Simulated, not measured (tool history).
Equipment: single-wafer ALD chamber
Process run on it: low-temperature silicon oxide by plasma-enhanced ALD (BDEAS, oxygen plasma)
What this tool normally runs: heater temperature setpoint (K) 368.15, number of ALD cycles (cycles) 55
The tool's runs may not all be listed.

run	day	heater temperature setpoint (K)	number of ALD cycles (cycles)	wafers since the last listed run	hours since the last thermocouple change	hours since the gauge calibration	read-back reference wafer on the same gauge, thickness_nm	mean film thickness on the monitor wafer (nm)
1	0	368.15	62	0	571.6	823.5	6.95	8.982
2	2.475	360.15	55	242	631	882.9	6.948	8.256
3	3.621	360.15	55	112	658.5	910.4	6.962	8.194
4	6.375	359.15	55	269	724.6	976.5	6.948	8.297
5	9.254	359.15	55	282	793.7	1045.6	6.957	8.318
6	10.746	368.15	47	146	829.5	1081.4	6.954	6.841
7	12.45	368.15	47	167	870.4	1122.3	6.957	6.825
8	14.988	368.15	47	248	931.3	1183.2	6.949	6.904
9	17.358	368.15	63	232	988.2	1240.1	6.946	9.138
10	19.162	368.15	63	176	1031.5	1283.4	6.951	9.214
# day 19.954: gauge calibrated
11	21.421	368.15	55	221	1085.7	35.2	6.941	8.024
12	23.588	368.15	55	212	1137.7	87.2	6.946	8.077
13	25.367	368.15	55	174	1180.4	129.9	6.952	8.05
# day 26.771: thermocouple changed; heater temperature recalibrated
14	27.062	368.15	55	133	7	170.6	6.94	7.775
15	28.338	368.15	55	124	37.6	201.2	6.956	7.816
16	29.529	355.15	55	116	66.2	229.8	6.95	8.291
17	31.829	364.15	47	225	121.4	285	6.945	6.823
18	35.121	368.15	55	322	200.4	364	6.954	7.881
19	36.488	368.15	64	133	233.2	396.8	6.955	9.132
20	38.779	373.15	50	224	288.2	451.8	6.952	7.046
21	39.954	368.15	50	115	316.4	480	6.945	7.155
22	41.225	353.15	50	124	346.9	510.5	6.96	7.571
23	42.925	368.15	55	166	387.7	551.3	6.954	7.878
24	45.358	378.15	64	238	446.1	609.7	6.938	8.858
25	47.296	374.15	51	189	492.6	656.2	6.939	7.161
26	49.8	359.15	55	245	552.7	716.3	6.955	8.155
27	51.892	379.15	50	205	602.9	766.5	6.95	6.93
28	53.833	374.15	55	190	649.5	813.1	6.947	7.722
29	56.012	368.15	55	213	701.8	865.4	6.959	7.932
30	58.117	368.15	48	206	752.3	915.9	6.952	6.934

What if the next run were any one of these 5? Each begins from the tool's condition after run 30:
A	58.138	368.15	61	2	752.8	916.4	?	?
B	58.138	379.15	65	2	752.8	916.4	?	?
C	58.138	368.15	58	2	752.8	916.4	?	?
D	58.138	383.15	48	2	752.8	916.4	?	?
E	58.138	357.15	61	2	752.8	916.4	?	?

run	read-back reference wafer on the same gauge, thickness_nm	mean film thickness on the monitor wafer (nm)
A	6.945	8.82
B	6.945	9.046
C	6.945	8.386
D	6.945	6.625
E	6.945	9.207
Had the tool no hidden state, the same runs would have come out as:
run	mean film thickness on the monitor wafer (nm)
A	8.699
B	8.981
C	8.271
D	6.577
E	9.086

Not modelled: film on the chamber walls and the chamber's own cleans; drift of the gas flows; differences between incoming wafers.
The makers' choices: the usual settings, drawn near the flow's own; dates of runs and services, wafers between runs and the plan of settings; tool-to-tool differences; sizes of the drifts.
